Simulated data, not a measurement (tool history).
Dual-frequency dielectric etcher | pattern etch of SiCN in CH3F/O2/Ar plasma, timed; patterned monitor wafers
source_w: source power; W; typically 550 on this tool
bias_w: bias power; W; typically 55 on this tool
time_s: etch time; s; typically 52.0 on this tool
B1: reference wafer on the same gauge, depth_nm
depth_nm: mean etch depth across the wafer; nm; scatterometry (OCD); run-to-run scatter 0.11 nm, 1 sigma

run 1 day=0.000 | source_w=550 bias_w=52 time_s=52.0 | B1=23.23 | depth_nm=18.94
run 2 day=3.383 | source_w=550 bias_w=55 time_s=52.0 | B1=23.20 | depth_nm=19.40
run 3 day=5.712 | source_w=550 bias_w=55 time_s=52.0 | B1=23.22 | depth_nm=19.49
run 4 day=8.079 | source_w=550 bias_w=55 time_s=52.0 | B1=23.19 | depth_nm=19.42
run 5 day=10.154 | source_w=550 bias_w=55 time_s=52.0 | B1=23.21 | depth_nm=19.58
run 6 day=12.488 | source_w=550 bias_w=55 time_s=52.0 | B1=23.21 | depth_nm=19.49
run 7 day=14.792 | source_w=550 bias_w=55 time_s=52.0 | B1=23.16 | depth_nm=19.45
run 8 day=17.546 | source_w=550 bias_w=60 time_s=52.0 | B1=23.17 | depth_nm=20.06
run 9 day=19.625 | source_w=550 bias_w=60 time_s=52.0 | B1=23.22 | depth_nm=20.37
run 10 day=22.204 | source_w=550 bias_w=60 time_s=52.0 | B1=23.20 | depth_nm=20.29
run 11 day=25.108 | source_w=550 bias_w=55 time_s=52.0 | B1=23.19 | depth_nm=19.37
run 12 day=26.767 | source_w=440 bias_w=55 time_s=52.0 | B1=23.21 | depth_nm=18.36
run 13 day=30.104 | source_w=420 bias_w=65 time_s=44.5 | B1=23.18 | depth_nm=16.62
run 14 day=33.858 | source_w=550 bias_w=55 time_s=52.0 | B1=23.18 | depth_nm=19.49
run 15 day=37.275 | source_w=550 bias_w=61 time_s=52.0 | B1=23.18 | depth_nm=20.49
run 16 day=40.692 | source_w=550 bias_w=60 time_s=38.5 | B1=23.20 | depth_nm=14.90
run 17 day=43.425 | source_w=660 bias_w=65 time_s=67.0 | B1=23.20 | depth_nm=28.08
run 18 day=46.912 | source_w=550 bias_w=55 time_s=52.0 | B1=23.20 | depth_nm=19.25
run 19 day=48.850 | source_w=420 bias_w=62 time_s=60.5 | B1=23.21 | depth_nm=22.41
run 20 day=59.917 | source_w=610 bias_w=61 time_s=45.0 | B1=23.22 | depth_nm=17.92
run 21 day=62.296 | source_w=550 bias_w=50 time_s=52.0 | B1=23.21 | depth_nm=18.62
run 22 day=66.738 | source_w=550 bias_w=55 time_s=52.0 | B1=23.19 | depth_nm=19.37
run 23 day=68.712 | source_w=550 bias_w=55 time_s=52.0 | B1=23.20 | depth_nm=19.37

Not shown here: 8 entries made in the log between runs. Locate each between two listed runs and compare the hidden state at the listed run before it with the hidden state at the listed run after it:
Between runs 1 and 2: wet clean of the chamber (day 0.854)
  both runs share identical hidden conditions
Between runs 9 and 10: wet clean of the chamber (day 22.183)
  both runs share identical hidden conditions
Between runs 10 and 11: source power generator calibrated (day 23.338); upper electrode replaced (day 25.088)
  both runs share identical hidden conditions
Between runs 15 and 16: bias power generator calibrated (day 39.462); wet clean of the chamber (day 40.029)
  both runs share identical hidden conditions
Between runs 19 and 20: gauge calibrated (day 49.046); wet clean of the chamber (day 59.504)
  both runs share identical hidden conditions
